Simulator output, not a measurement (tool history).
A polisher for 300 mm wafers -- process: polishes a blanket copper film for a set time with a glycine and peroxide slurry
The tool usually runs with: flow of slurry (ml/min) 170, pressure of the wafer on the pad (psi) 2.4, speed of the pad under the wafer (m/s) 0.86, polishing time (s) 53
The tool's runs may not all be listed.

run   hour  flow of slurry (ml/min)  pressure of the wafer on the pad (psi)  speed of the pad under the wafer (m/s)  polishing time (s)  wafers since the last listed run  wafers polished on this pad  hours since the slurry nozzle was cleaned  hours since the head pressure was calibrated  incoming thickness of the incoming film, nm  film removed (angstrom)
  1      0                      170                                     2.4                                    0.86                  53                                 0                         1391                                       68.9                                         709.9                                       1890.9                     2380
  2   23.3                      170                                     2.4                                    0.86                  53                               307                         1699                                       92.2                                         733.2                                       1869.5                     2389
  3   36.5                      170                                     2.4                                    0.86                  53                               174                         1873                                      105.4                                         746.4                                       1927.4                     2390
  4   55.5                      170                                     2.4                                    0.86                  53                               250                         2124                                      124.4                                         765.4                                       1899.1                     2313
  5   76.2                      170                                     2.4                                    0.86                  53                               273                         2397                                      145.1                                         786.1                                       1935.9                     2336
      87.7  -- worn pad replaced by a new one
  6  107.1                      170                                     2.4                                    0.86                  53                               355                          256                                        176                                           817                                       1884.7                     2423
  7  195.5                      170                                     2.4                                    0.86                  53                              1167                         1423                                      264.4                                         905.4                                       1908.6                     2329
  8  223.3                      170                                     2.8                                    0.86                  53                               367                         1790                                      292.2                                         933.2                                       1893.9                     2611
  9  251.6                      170                                     2.8                                    0.86                  53                               373                         2164                                      320.5                                         961.5                                       1890.4                     2593
     280.2  -- worn pad replaced by a new one
 10  284.5                      170                                     2.8                                    0.86                  53                               381                           57                                      353.4                                         994.4                                       1908.6                     2668
 11    305                      170                                     2.4                                    0.86                  39                               270                          328                                      373.9                                        1014.9                                       1885.2                     1740
 12    326                      170                                     2.9                                    0.86                  53                               277                          605                                      394.9                                        1035.9                                       1908.2                     2686
 13  360.1                      130                                     2.4                                    0.86                  53                               450                         1055                                        429                                          1070                                       1893.5                     2243
 14  391.3                      130                                     2.4                                    0.86                  53                               411                         1467                                      460.2                                        1101.2                                       1882.1                     2143
 15  411.3                      130                                     2.4                                    0.86                  53                               264                         1731                                      480.2                                        1121.2                                       1865.2                     2190
 16  426.7                      170                                     2.4                                    0.86                  47                               203                         1934                                      495.6                                        1136.6                                       1859.5                     2020
 17  439.1                      170                                     2.4                                    0.86                  47                               163                         2098                                        508                                          1149                                       1910.9                     2009
     461.7  -- head pressure recalibrated
 18  462.2                      170                                     2.4                                    0.86                  53                               278                         2377                                      531.1                                           0.5                                       1926.4                     2441
 19  486.6                      190                                     2.4                                     0.6                  61                               322                         2699                                      555.5                                          24.9                                         1900                     2414
     500.7  -- worn pad replaced by a new one
 20  501.2                      215                                     2.1                                    0.94                  53                               139                            6                                      570.1                                          39.5                                       1902.8                     2448
 21  518.7                      170                                     2.4                                    0.58                  41                               231                          237                                      587.6                                            57                                         1874                     1707
 22  531.2                      120                                     2.4                                    0.58                  53                               165                          402                                      600.1                                          69.5                                       1894.6                     2025
 23  566.8                      170                                     2.4                                    0.86                  53                               470                          872                                      635.7                                         105.1                                       1906.9                     2470
 24  580.3                      170                                     2.4                                    0.64                  46                               178                         1050                                      649.2                                         118.6                                       1899.4                     1937
 25  597.2                      150                                     2.1                                    0.86                  53                               223                         1273                                      666.1                                         135.5                                       1913.7                     2173
 26  625.1                      140                                     1.7                                    0.74                  64                               368                         1642                                        694                                         163.4                                       1917.2                     2075
 27    646                      170                                     2.4                                    0.86                  53                               275                         1918                                      714.9                                         184.3                                       1926.4                     2513
 28  658.1                      200                                     1.6                                     1.1                  53                               159                         2078                                        727                                         196.4                                       1898.7                     2117
       674  -- worn pad replaced by a new one
 29  689.7                      215                                     2.4                                    0.86                  35                               364                          207                                      758.6                                           228                                       1864.7                     1758
 30  723.7                      195                                     2.4                                    0.86                  53                               448                          656                                      792.6                                           262                                       1903.4                     2590
       732  -- slurry nozzle cleaned
 31  757.3                      150                                     2.4                                    0.86                  53                               430                         1086                                       25.3                                         295.6                                       1926.4                     2428
 32  775.9                      170                                     1.9                                    1.12                  61                               245                         1332                                       43.9                                         314.2                                       1934.5                     2759
 33    793                      145                                     2.4                                    0.86                  66                               225                         1558                                         61                                         331.3                                       1870.2                     3045
 34    811                      170                                     2.4                                    0.86                  53                               237                         1795                                         79                                         349.3                                       1937.1                     2461
     889.4  -- worn pad replaced by a new one
 35  903.2                      170                                     1.7                                    0.86                  53                              1164                          182                                      171.2                                         441.5                                       1860.2                     1938
 36  927.9                      130                                     2.6                                    0.78                  53                               326                          508                                      195.9                                         466.2                                       1892.9                     2390
 37  957.2                      170                                     2.4                                    0.86                  45                               386                          895                                      225.2                                         495.5                                       1910.9                     2095

What would each run have given without the hidden state, its run-to-run variation left as it was?
Unlogged tool condition in this case: removal rate lost through wear of the pad, %; slurry flow missing at the pad, %; deviation of the head's pressure from its setpoint, %.
run  film removed (angstrom)
  1                     2504
  2                     2536
  3                     2552
  4                     2493
  5                     2547
  6                     2539
  7                     2498
  8                     2839
  9                     2860
 10                     2866
 11                     1871
 12                     2909
 13                     2446
 14                     2364
 15                     2438
 16                     2266
 17                     2268
 18                     2549
 19                     2555
 20                     2430
 21                     1696
 22                     2013
 23                     2467
 24                     1940
 25                     2185
 26                     2106
 27                     2568
 28                     2175
 29                     1750
 30                     2589
 31                     2444
 32                     2791
 33                     3097
 34                     2520
 35                     1956
 36                     2419
 37                     2132
